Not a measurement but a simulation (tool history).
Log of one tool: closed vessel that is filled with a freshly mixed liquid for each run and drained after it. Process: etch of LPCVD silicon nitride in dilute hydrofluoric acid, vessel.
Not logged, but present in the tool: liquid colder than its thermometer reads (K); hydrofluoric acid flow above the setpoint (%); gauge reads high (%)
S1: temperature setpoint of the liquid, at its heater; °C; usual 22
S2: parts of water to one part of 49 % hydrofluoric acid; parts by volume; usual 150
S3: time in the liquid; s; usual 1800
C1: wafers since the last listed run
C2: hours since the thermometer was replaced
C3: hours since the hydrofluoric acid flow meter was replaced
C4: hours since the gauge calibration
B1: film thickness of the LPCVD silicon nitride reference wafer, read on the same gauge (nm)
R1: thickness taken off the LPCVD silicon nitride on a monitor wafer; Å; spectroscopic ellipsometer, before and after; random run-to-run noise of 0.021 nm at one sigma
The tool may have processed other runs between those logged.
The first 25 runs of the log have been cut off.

run,hour,S1,S2,S3,C1,C2,C3,C4,B1,R1
26,587.3,17.5,195,2265,804,99.4,428,442,90.01,36.9
27,600.8,22,125,1180,398,112.9,441.5,455.5,90,40
28,622.8,20.5,150,2390,648,134.9,463.5,477.5,89.99,60.8
29,639,19,150,1800,477,151.1,479.7,493.7,90,41.6
30,652.7,26,200,2305,403,164.8,493.4,507.4,90.02,62.9
31,687.8,25.5,180,1165,1034,199.9,528.5,542.5,90,34.2
32,723.4,22,190,1425,1049,235.5,564.1,578.1,90,31.8
33,751.9,22,150,1800,840,264,592.6,606.6,89.99,50.4

Alternative continuations, all from the tool just after run 33; predict every row:
A,753,22,150,1800,32,265.1,593.7,607.7,?,?
B,753,19,85,2725,32,265.1,593.7,607.7,?,?
C,753,19,185,1415,32,265.1,593.7,607.7,?,?

run,B1,R1
A,90.02,50.6
B,90.02,108.8
C,90.02,26.6
Had the tool no hidden state, the same runs would have come out as:
run,R1
A,51.7
B,111.5
C,27.2
